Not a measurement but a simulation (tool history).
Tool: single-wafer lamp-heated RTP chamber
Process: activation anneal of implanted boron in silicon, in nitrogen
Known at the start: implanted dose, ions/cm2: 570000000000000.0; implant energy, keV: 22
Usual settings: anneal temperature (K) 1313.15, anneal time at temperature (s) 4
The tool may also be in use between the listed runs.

run    hour  anneal temperature (K)  anneal time at temperature (s)  wafers since the last listed run  wafers since the last pyrometer calibration  wafers since the reflector plate was cleaned  hours since the gauge calibration  read-back reference wafer on the same gauge, sheet resistance  sheet resistance of the implanted and annealed layer (ohm/square)
  1     0.0                 1313.15                               4                                 0                                         3059                                          7059                             1104.2                                                         214.99                                                             189.41
  2   101.4                 1313.15                               4                              1163                                         4222                                          8222                             1205.6                                                         214.96                                                             189.20
      130.5  -- reflector plate cleaned
  3   162.3                 1313.15                               4                               606                                         4829                                           364                             1266.5                                                         215.07                                                             189.02
  4   198.9                 1313.15                               4                               419                                         5249                                           784                             1303.1                                                         215.07                                                             188.73
  5   245.8                 1313.15                               4                               538                                         5787                                          1322                             1350.0                                                         214.84                                                             188.27
  6   292.5                 1292.15                               4                               535                                         6323                                          1858                             1396.7                                                         214.92                                                             192.55
  7   367.3                 1292.15                               4                               858                                         7181                                          2716                             1471.5                                                         215.10                                                             191.69
  8   443.5                 1292.15                               4                               874                                         8055                                          3590                             1547.7                                                         215.15                                                             192.14
      452.2  -- pyrometer window cleaned and pyrometer calibrated
  9   497.8                 1313.15                               4                               531                                          522                                          4121                             1602.0                                                         214.87                                                             189.17
 10   566.9                 1293.15                               4                               792                                         1315                                          4914                             1671.1                                                         215.02                                                             191.87
 11   653.9                 1293.15                               4                               998                                         2313                                          5912                             1758.1                                                         214.84                                                             192.14
 12   759.7                 1293.15                               4                              1213                                         3527                                          7126                             1863.9                                                         215.09                                                             191.95
 13   828.4                 1313.15                               3                               788                                         4315                                          7914                             1932.6                                                         214.98                                                             189.53
 14   988.1                 1329.15                               4                              1832                                         6148                                          9747                             2092.3                                                         215.01                                                             187.44
     1003.1  -- reflector plate cleaned
 15  1085.6                 1329.15                               4                              1026                                         7174                                           946                             2189.8                                                         215.03                                                             187.93
     1107.6  -- gauge calibrated
 16  1166.9                 1325.15                               4                               932                                         8107                                          1879                               59.3                                                         214.91                                                             188.10
     1175.4  -- pyrometer window cleaned and pyrometer calibrated
 17  1268.7                 1313.15                               4                              1076                                         1070                                          2955                              161.1                                                         214.92                                                             189.05
 18  1308.0                 1313.15                               4                               450                                         1521                                          3406                              200.4                                                         215.03                                                             189.20
 19  1376.3                 1331.15                               6                               783                                         2305                                          4189                              268.7                                                         215.00                                                             186.91
 20  1460.7                 1313.15                               5                               968                                         3273                                          5158                              353.1                                                         214.94                                                             188.09
 21  1504.9                 1294.15                               3                               507                                         3780                                          5665                              397.3                                                         215.05                                                             192.18
 22  1697.4                 1334.15                               4                              2208                                         5989                                          7873                              589.8                                                         215.00                                                             187.78
 23  1804.1                 1313.15                               4                              1224                                         7213                                          9097                              696.5                                                         215.08                                                             188.70
 24  1882.6                 1313.15                               4                               900                                         8114                                          9998                              775.0                                                         214.97                                                             189.34
     1901.1  -- pyrometer window cleaned and pyrometer calibrated
     1905.7  -- reflector plate cleaned
 25  1937.4                 1288.15                               3                               484                                          363                                           363                              829.8                                                         215.08                                                             193.37
 26  2005.2                 1293.15                               5                               777                                         1141                                          1141                              897.6                                                         214.96                                                             191.12
 27  2084.3                 1313.15                               4                               907                                         2048                                          2048                              976.7                                                         215.02                                                             188.91
 28  2177.6                 1313.15                               6                              1070                                         3119                                          3119                             1070.0                                                         215.06                                                             188.08
 29  2219.5                 1313.15                               4                               480                                         3599                                          3599                             1111.9                                                         214.99                                                             188.53
 30  2325.0                 1289.15                               4                              1210                                         4810                                          4810                             1217.4                                                         215.04                                                             192.90

Forecast run 31:
 31  2423.9                 1304.15                               6                              1134                                         5944                                          5944                             1316.3                                                              ?                                                                  ?

{"run 31": {"read-back reference wafer on the same gauge, sheet resistance": 215.01, "sheet resistance of the implanted and annealed layer (ohm/square)": 189.08}}
Without the tool's hidden state the same run would have given sheet resistance of the implanted and annealed layer (ohm/square) 189.08.
